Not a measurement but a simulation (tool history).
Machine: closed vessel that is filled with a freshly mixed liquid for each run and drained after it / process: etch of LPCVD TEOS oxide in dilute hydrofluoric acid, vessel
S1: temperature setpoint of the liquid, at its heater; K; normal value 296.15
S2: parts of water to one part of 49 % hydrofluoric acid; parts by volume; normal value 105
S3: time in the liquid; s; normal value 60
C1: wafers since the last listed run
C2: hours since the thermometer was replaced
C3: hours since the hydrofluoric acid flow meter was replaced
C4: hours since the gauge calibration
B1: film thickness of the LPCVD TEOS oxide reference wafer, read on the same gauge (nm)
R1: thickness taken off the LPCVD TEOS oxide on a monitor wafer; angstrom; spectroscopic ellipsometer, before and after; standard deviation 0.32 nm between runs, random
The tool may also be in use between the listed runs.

Run 1, hour 0.0: usual settings but S1 299.65 K; C1 0; C2 759.0; C3 1614.1; C4 202.1; B1 50.00. Result: R1 345.4 angstrom.
Run 2, hour 6.3: usual settings but S1 299.65 K; C1 770; C2 765.3; C3 1620.4; C4 208.4; B1 50.01. Result: R1 344.5 angstrom.
Run 3, hour 19.7: usual settings; C1 1638; C2 778.7; C3 1633.8; C4 221.8; B1 50.01. Result: R1 297.6 angstrom.
Run 4, hour 34.0: usual settings; C1 1748; C2 793.0; C3 1648.1; C4 236.1; B1 50.01. Result: R1 300.7 angstrom.
Run 5, hour 51.2: usual settings but S3 85 s; C1 2103; C2 810.2; C3 1665.3; C4 253.3; B1 49.99. Result: R1 426.6 angstrom.
Run 6, hour 66.1: usual settings but S1 297.65 K; C1 1822; C2 825.1; C3 1680.2; C4 268.2; B1 50.02. Result: R1 312.5 angstrom.
Run 7, hour 117.9: usual settings but S1 297.65 K; C1 6335; C2 876.9; C3 1732.0; C4 320.0; B1 49.98. Result: R1 313.1 angstrom.
At hour 128.0: thermometer replaced.
Run 8, hour 132.8: usual settings but S1 297.65 K; C1 1699; C2 4.8; C3 1746.9; C4 334.9; B1 49.99. Result: R1 352.1 angstrom.
Run 9, hour 141.0: usual settings; C1 1002; C2 13.0; C3 1755.1; C4 343.1; B1 50.00. Result: R1 330.4 angstrom.
Run 10, hour 151.9: usual settings but S1 293.15 K; C1 1333; C2 23.9; C3 1766.0; C4 354.0; B1 50.00. Result: R1 287.3 angstrom.
At hour 157.7: gauge calibrated.
Run 11, hour 161.7: usual settings but S1 298.15 K, S2 65 parts by volume; C1 1198; C2 33.7; C3 1775.8; C4 4.0; B1 50.01. Result: R1 605.1 angstrom.
Run 12, hour 175.2: usual settings but S1 298.15 K, S2 65 parts by volume; C1 1651; C2 47.2; C3 1789.3; C4 17.5; B1 50.00. Result: R1 611.6 angstrom.
Run 13, hour 185.0: usual settings but S1 292.15 K, S2 95 parts by volume; C1 1198; C2 57.0; C3 1799.1; C4 27.3; B1 50.02. Result: R1 307.6 angstrom.
Run 14, hour 195.4: usual settings but S2 140 parts by volume; C1 1271; C2 67.4; C3 1809.5; C4 37.7; B1 49.99. Result: R1 232.0 angstrom.
Run 15, hour 211.8: usual settings but S2 140 parts by volume; C1 2005; C2 83.8; C3 1825.9; C4 54.1; B1 49.98. Result: R1 233.3 angstrom.
Run 16, hour 229.7: usual settings but S1 292.65 K, S3 85 s; C1 2189; C2 101.7; C3 1843.8; C4 72.0; B1 49.99. Result: R1 405.2 angstrom.
Run 17, hour 241.0: usual settings but S1 292.65 K, S2 90 parts by volume, S3 90 s; C1 1382; C2 113.0; C3 1855.1; C4 83.3; B1 49.99. Result: R1 502.3 angstrom.
Run 18, hour 256.7: usual settings but S2 120 parts by volume, S3 50 s; C1 1920; C2 128.7; C3 1870.8; C4 99.0; B1 50.00. Result: R1 235.7 angstrom.
Run 19, hour 265.2: usual settings but S1 298.15 K, S2 130 parts by volume, S3 90 s; C1 1039; C2 137.2; C3 1879.3; C4 107.5; B1 50.00. Result: R1 407.8 angstrom.
Run 20, hour 278.5: usual settings; C1 1626; C2 150.5; C3 1892.6; C4 120.8; B1 50.00. Result: R1 319.2 angstrom.
Run 21, hour 291.7: usual settings; C1 1614; C2 163.7; C3 1905.8; C4 134.0; B1 49.99. Result: R1 319.8 angstrom.
Run 22, hour 305.9: usual settings but S2 75 parts by volume, S3 45 s; C1 1736; C2 177.9; C3 1920.0; C4 148.2; B1 49.99. Result: R1 349.5 angstrom.
Run 23, hour 316.1: usual settings but S3 75 s; C1 1247; C2 188.1; C3 1930.2; C4 158.4; B1 49.99. Result: R1 396.9 angstrom.
Run 24, hour 322.4: usual settings but S1 298.65 K, S3 35 s; C1 770; C2 194.4; C3 1936.5; C4 164.7; B1 50.02. Result: R1 208.8 angstrom.
Run 25, hour 334.0: usual settings; C1 1418; C2 206.0; C3 1948.1; C4 176.3; B1 50.02. Result: R1 319.7 angstrom.
At hour 341.3: hydrofluoric acid flow meter replaced.
Run 26, hour 344.3: usual settings but S3 40 s; C1 1137; C2 216.3; C3 3.0; C4 186.6; B1 50.01. Result: R1 211.3 angstrom.
Run 27, hour 351.6: usual settings but S1 293.15 K, S3 35 s; C1 892; C2 223.6; C3 10.3; C4 193.9; B1 50.00. Result: R1 164.7 angstrom.
Run 28, hour 360.1: usual settings; C1 1039; C2 232.1; C3 18.8; C4 202.4; B1 50.00. Result: R1 320.8 angstrom.
Run 29, hour 370.5: usual settings but S1 291.65 K, S2 145 parts by volume, S3 40 s; C1 1271; C2 242.5; C3 29.2; C4 212.8; B1 50.02. Result: R1 125.1 angstrom.
Run 30, hour 386.8: usual settings; C1 1993; C2 258.8; C3 45.5; C4 229.1; B1 50.00. Result: R1 315.9 angstrom.
Run 31, hour 395.1: usual settings but S2 65 parts by volume; C1 1015; C2 267.1; C3 53.8; C4 237.4; B1 49.99. Result: R1 539.8 angstrom.
Run 32, hour 401.6: usual settings; C1 794; C2 273.6; C3 60.3; C4 243.9; B1 49.99. Result: R1 318.9 angstrom.
Run 33, hour 417.8: usual settings but S1 291.65 K, S2 120 parts by volume, S3 90 s; C1 1981; C2 289.8; C3 76.5; C4 260.1; B1 50.00. Result: R1 341.8 angstrom.
Run 34, hour 435.3: usual settings; C1 2140; C2 307.3; C3 94.0; C4 277.6; B1 50.00. Result: R1 315.8 angstrom.

Each row is a separate what-if for the run after 34, all from the same tool condition, not one after another. Results?
Run A, hour 436.0: usual settings but S1 292.65 K; C1 85; C2 308.0; C3 94.7; C4 278.3; B1 ?. Result: R1 ?.
Run B, hour 436.0: usual settings but S1 298.15 K, S2 65 parts by volume, S3 45 s; C1 85; C2 308.0; C3 94.7; C4 278.3; B1 ?. Result: R1 ?.
Run C, hour 436.0: usual settings but S1 297.65 K, S2 145 parts by volume, S3 40 s; C1 85; C2 308.0; C3 94.7; C4 278.3; B1 ?. Result: R1 ?.

run     B1     R1
  A  50.00  277.0
  B  50.00  440.9
  C  50.00  156.4
With no hidden state in the tool, these same runs would have given:
run     R1
  A  290.2
  B  461.6
  C  163.3
